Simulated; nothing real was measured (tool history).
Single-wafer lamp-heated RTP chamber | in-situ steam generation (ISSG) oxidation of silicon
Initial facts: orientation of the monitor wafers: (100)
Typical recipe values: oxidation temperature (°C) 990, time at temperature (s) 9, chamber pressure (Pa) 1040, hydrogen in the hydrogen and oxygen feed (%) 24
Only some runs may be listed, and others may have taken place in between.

run	day	oxidation temperature (°C)	time at temperature (s)	chamber pressure (Pa)	hydrogen in the hydrogen and oxygen feed (%)	wafers since the last listed run	wafers since the last pyrometer calibration	hours since the pressure gauge was zeroed	hours since the hydrogen flow controller was replaced	hours since the gauge calibration	read-back reference wafer on the same gauge, thickness	oxide thickness on the monitor wafer (angstrom)
1	0.000	990	9	960	24	0	883	2664.7	4704.5	561.9	4.696	40.37
2	3.642	990	9	1040	20	1567	2450	2752.1	4791.9	649.3	4.695	38.87
3	6.246	990	9	1040	20	1121	3571	2814.6	4854.4	711.8	4.705	39.08
4	9.567	990	9	1040	20	1429	5001	2894.3	4934.1	791.5	4.713	39.11
# day 10.625: pyrometer window cleaned and pyrometer calibrated
5	14.025	990	9	1040	24	1775	1462	3001.3	5041.1	898.5	4.692	41.74
6	17.025	990	9	1040	24	1291	2754	3073.3	5113.1	970.5	4.703	41.78
# day 18.396: hydrogen flow controller replaced
7	19.238	984	9	933	24	808	3563	3126.4	20.2	1023.6	4.704	40.79
# day 20.908: pyrometer window cleaned and pyrometer calibrated, repeated, since the last time left the tool worse
# day 22.121: pressure gauge zeroed
8	23.212	984	9	933	24	1424	847	26.2	115.6	1119.0	4.704	39.78
9	25.050	984	9	933	24	791	1638	70.3	159.7	1163.1	4.699	39.74
# day 26.592: gauge calibrated
10	29.538	978	7	947	29	1931	3570	178.0	267.4	70.7	4.702	38.04
# day 31.517: pyrometer window cleaned and pyrometer calibrated
11	32.592	990	9	1040	32	1171	462	251.3	340.7	144.0	4.694	44.19
12	35.462	1006	9	987	24	1235	1698	320.2	409.6	212.9	4.698	42.79
13	37.338	990	8	920	24	807	2505	365.2	454.6	257.9	4.704	38.62
14	40.154	990	8	1040	24	1212	3718	432.8	522.2	325.5	4.703	39.28
# day 42.167: pyrometer window cleaned and pyrometer calibrated
15	43.412	990	9	1040	24	1259	536	511.0	600.4	403.7	4.697	40.49
16	45.588	990	9	1040	24	936	1472	563.2	652.6	455.9	4.702	40.66
17	48.629	990	9	1040	24	1309	2782	636.2	725.6	528.9	4.701	40.78
# day 51.625: pyrometer window cleaned and pyrometer calibrated
18	52.538	980	9	960	17	1539	392	730.0	819.4	622.7	4.702	35.71
19	55.388	990	9	1040	24	1226	1619	798.4	887.8	691.1	4.699	40.80

3 ways to go on from here, each from the tool as it stands after run 19. What would each give?
A	55.404	990	9	1040	15	7	1627	798.8	888.2	691.5	?	?
B	55.404	1004	5	1213	21	7	1627	798.8	888.2	691.5	?	?
C	55.404	974	9	1120	27	7	1627	798.8	888.2	691.5	?	?

run	read-back reference wafer on the same gauge, thickness	oxide thickness on the monitor wafer (angstrom)
A	4.707	35.84
B	4.707	31.67
C	4.707	39.89
Without the tool's hidden state the same runs would have given:
run	oxide thickness on the monitor wafer (angstrom)
A	35.65
B	31.53
C	39.70
